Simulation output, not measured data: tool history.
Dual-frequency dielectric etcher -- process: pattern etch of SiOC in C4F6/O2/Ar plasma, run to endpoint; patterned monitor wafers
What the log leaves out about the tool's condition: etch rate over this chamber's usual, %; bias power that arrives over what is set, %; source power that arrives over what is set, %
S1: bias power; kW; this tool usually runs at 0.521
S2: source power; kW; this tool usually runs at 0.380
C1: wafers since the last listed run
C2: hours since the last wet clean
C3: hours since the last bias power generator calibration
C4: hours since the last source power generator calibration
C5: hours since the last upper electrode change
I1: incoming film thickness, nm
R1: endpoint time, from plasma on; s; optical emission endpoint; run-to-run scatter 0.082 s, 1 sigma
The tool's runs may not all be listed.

{"run": 1, "day": 0.0, "S1": 0.521, "S2": 0.38, "C1": 0, "C2": 291.7, "C3": 2350.2, "C4": 2428.1, "C5": 3282.9, "I1": 31.33, "R1": 10.2}
{"run": 2, "day": 0.854, "S1": 0.521, "S2": 0.38, "C1": 433, "C2": 312.2, "C3": 2370.7, "C4": 2448.6, "C5": 3303.4, "I1": 31.77, "R1": 10.3}
{"run": 3, "day": 1.796, "S1": 0.521, "S2": 0.38, "C1": 478, "C2": 334.8, "C3": 2393.3, "C4": 2471.2, "C5": 3326.0, "I1": 31.76, "R1": 10.1}
{"run": 4, "day": 2.362, "S1": 0.521, "S2": 0.42, "C1": 287, "C2": 348.4, "C3": 2406.9, "C4": 2484.8, "C5": 3339.6, "I1": 31.33, "R1": 9.9}
{"run": 5, "day": 3.8, "S1": 0.521, "S2": 0.42, "C1": 729, "C2": 382.9, "C3": 2441.4, "C4": 2519.3, "C5": 3374.1, "I1": 31.58, "R1": 9.9}
{"day": 4.025, "done": "source power generator calibrated"}
{"run": 6, "day": 5.196, "S1": 0.521, "S2": 0.42, "C1": 623, "C2": 416.4, "C3": 2474.9, "C4": 28.1, "C5": 3407.6, "I1": 31.2, "R1": 9.5}
{"run": 7, "day": 7.458, "S1": 0.555, "S2": 0.45, "C1": 1148, "C2": 470.7, "C3": 2529.2, "C4": 82.4, "C5": 3461.9, "I1": 31.52, "R1": 9.2}
{"run": 8, "day": 8.796, "S1": 0.555, "S2": 0.45, "C1": 678, "C2": 502.8, "C3": 2561.3, "C4": 114.5, "C5": 3494.0, "I1": 31.63, "R1": 9.1}
{"run": 9, "day": 10.296, "S1": 0.521, "S2": 0.38, "C1": 761, "C2": 538.8, "C3": 2597.3, "C4": 150.5, "C5": 3530.0, "I1": 31.64, "R1": 10.0}
{"day": 12.533, "done": "wet clean of the chamber"}
{"run": 10, "day": 12.554, "S1": 0.521, "S2": 0.44, "C1": 638, "C2": 0.5, "C3": 2651.5, "C4": 204.7, "C5": 3584.2, "I1": 31.41, "R1": 9.9}
{"run": 11, "day": 12.646, "S1": 0.521, "S2": 0.38, "C1": 46, "C2": 2.7, "C3": 2653.7, "C4": 206.9, "C5": 3586.4, "I1": 31.7, "R1": 10.3}
{"run": 12, "day": 13.362, "S1": 0.521, "S2": 0.38, "C1": 363, "C2": 19.9, "C3": 2670.9, "C4": 224.1, "C5": 3603.6, "I1": 31.51, "R1": 10.4}
{"run": 13, "day": 14.612, "S1": 0.521, "S2": 0.38, "C1": 634, "C2": 49.9, "C3": 2700.9, "C4": 254.1, "C5": 3633.6, "I1": 31.43, "R1": 10.3}
{"day": 14.821, "done": "bias power generator calibrated"}
{"run": 14, "day": 15.688, "S1": 0.521, "S2": 0.38, "C1": 461, "C2": 75.7, "C3": 20.8, "C4": 279.9, "C5": 3659.4, "I1": 31.9, "R1": 10.5}
{"run": 15, "day": 16.696, "S1": 0.521, "S2": 0.38, "C1": 511, "C2": 99.9, "C3": 45.0, "C4": 304.1, "C5": 3683.6, "I1": 31.78, "R1": 10.4}
{"run": 16, "day": 17.721, "S1": 0.455, "S2": 0.33, "C1": 520, "C2": 124.5, "C3": 69.6, "C4": 328.7, "C5": 3708.2, "I1": 31.75, "R1": 11.8}
{"run": 17, "day": 18.858, "S1": 0.521, "S2": 0.33, "C1": 577, "C2": 151.8, "C3": 96.9, "C4": 356.0, "C5": 3735.5, "I1": 31.78, "R1": 10.7}
{"run": 18, "day": 20.242, "S1": 0.479, "S2": 0.3, "C1": 702, "C2": 185.0, "C3": 130.1, "C4": 389.2, "C5": 3768.7, "I1": 31.72, "R1": 11.5}
{"run": 19, "day": 21.712, "S1": 0.65, "S2": 0.47, "C1": 746, "C2": 220.3, "C3": 165.4, "C4": 424.5, "C5": 3804.0, "I1": 31.48, "R1": 8.3}
{"day": 23.675, "done": "upper electrode replaced"}
{"run": 20, "day": 23.696, "S1": 0.636, "S2": 0.46, "C1": 499, "C2": 267.9, "C3": 213.0, "C4": 472.1, "C5": 0.5, "I1": 31.3, "R1": 8.6}
{"run": 21, "day": 23.812, "S1": 0.588, "S2": 0.38, "C1": 59, "C2": 270.7, "C3": 215.8, "C4": 474.9, "C5": 3.3, "I1": 31.6, "R1": 9.6}
{"run": 22, "day": 24.438, "S1": 0.582, "S2": 0.45, "C1": 317, "C2": 285.7, "C3": 230.8, "C4": 489.9, "C5": 18.3, "I1": 31.2, "R1": 8.9}
{"run": 23, "day": 25.188, "S1": 0.521, "S2": 0.46, "C1": 380, "C2": 303.7, "C3": 248.8, "C4": 507.9, "C5": 36.3, "I1": 31.7, "R1": 9.6}
{"run": 24, "day": 25.958, "S1": 0.6, "S2": 0.44, "C1": 391, "C2": 322.2, "C3": 267.3, "C4": 526.4, "C5": 54.8, "I1": 31.7, "R1": 9.1}
{"run": 25, "day": 26.546, "S1": 0.63, "S2": 0.35, "C1": 298, "C2": 336.3, "C3": 281.4, "C4": 540.5, "C5": 68.9, "I1": 31.87, "R1": 9.3}
{"run": 26, "day": 27.996, "S1": 0.488, "S2": 0.46, "C1": 736, "C2": 371.1, "C3": 316.2, "C4": 575.3, "C5": 103.7, "I1": 31.78, "R1": 9.9}
{"run": 27, "day": 29.325, "S1": 0.581, "S2": 0.31, "C1": 674, "C2": 403.0, "C3": 348.1, "C4": 607.2, "C5": 135.6, "I1": 31.45, "R1": 9.9}
{"run": 28, "day": 30.112, "S1": 0.521, "S2": 0.38, "C1": 399, "C2": 421.9, "C3": 367.0, "C4": 626.1, "C5": 154.5, "I1": 31.7, "R1": 10.1}
{"run": 29, "day": 30.625, "S1": 0.521, "S2": 0.34, "C1": 260, "C2": 434.2, "C3": 379.3, "C4": 638.4, "C5": 166.8, "I1": 31.77, "R1": 10.4}
{"run": 30, "day": 32.042, "S1": 0.569, "S2": 0.48, "C1": 719, "C2": 468.2, "C3": 413.3, "C4": 672.4, "C5": 200.8, "I1": 31.74, "R1": 8.9}
{"run": 31, "day": 33.204, "S1": 0.521, "S2": 0.29, "C1": 590, "C2": 496.1, "C3": 441.2, "C4": 700.3, "C5": 228.7, "I1": 31.55, "R1": 10.6}
{"run": 32, "day": 34.562, "S1": 0.521, "S2": 0.42, "C1": 689, "C2": 528.7, "C3": 473.8, "C4": 732.9, "C5": 261.3, "I1": 31.72, "R1": 9.7}
{"run": 33, "day": 35.525, "S1": 0.438, "S2": 0.41, "C1": 488, "C2": 551.8, "C3": 496.9, "C4": 756.0, "C5": 284.4, "I1": 31.51, "R1": 10.9}
{"run": 34, "day": 36.817, "S1": 0.521, "S2": 0.38, "C1": 655, "C2": 582.8, "C3": 527.9, "C4": 787.0, "C5": 315.4, "I1": 31.62, "R1": 9.9}
{"run": 35, "day": 37.925, "S1": 0.521, "S2": 0.38, "C1": 562, "C2": 609.4, "C3": 554.5, "C4": 813.6, "C5": 342.0, "I1": 31.61, "R1": 9.9}
{"run": 36, "day": 38.871, "S1": 0.488, "S2": 0.46, "C1": 480, "C2": 632.1, "C3": 577.2, "C4": 836.3, "C5": 364.7, "I1": 31.66, "R1": 9.7}

Each row is a separate what-if for the run after 36, all from the same tool condition, not one after another. Results?
{"run": "A", "day": 38.888, "S1": 0.521, "S2": 0.38, "C1": 8, "C2": 632.5, "C3": 577.6, "C4": 836.7, "C5": 365.1, "I1": 31.58, "R1": "?"}
{"run": "B", "day": 38.888, "S1": 0.582, "S2": 0.31, "C1": 8, "C2": 632.5, "C3": 577.6, "C4": 836.7, "C5": 365.1, "I1": 31.58, "R1": "?"}
{"run": "C", "day": 38.888, "S1": 0.476, "S2": 0.38, "C1": 8, "C2": 632.5, "C3": 577.6, "C4": 836.7, "C5": 365.1, "I1": 31.58, "R1": "?"}

run=A R1=9.8
run=B R1=9.7
run=C R1=10.4
Take away the tool's hidden state, keep each run's random variation, and the runs would have read:
run=A R1=10.3
run=B R1=10.2
run=C R1=10.9

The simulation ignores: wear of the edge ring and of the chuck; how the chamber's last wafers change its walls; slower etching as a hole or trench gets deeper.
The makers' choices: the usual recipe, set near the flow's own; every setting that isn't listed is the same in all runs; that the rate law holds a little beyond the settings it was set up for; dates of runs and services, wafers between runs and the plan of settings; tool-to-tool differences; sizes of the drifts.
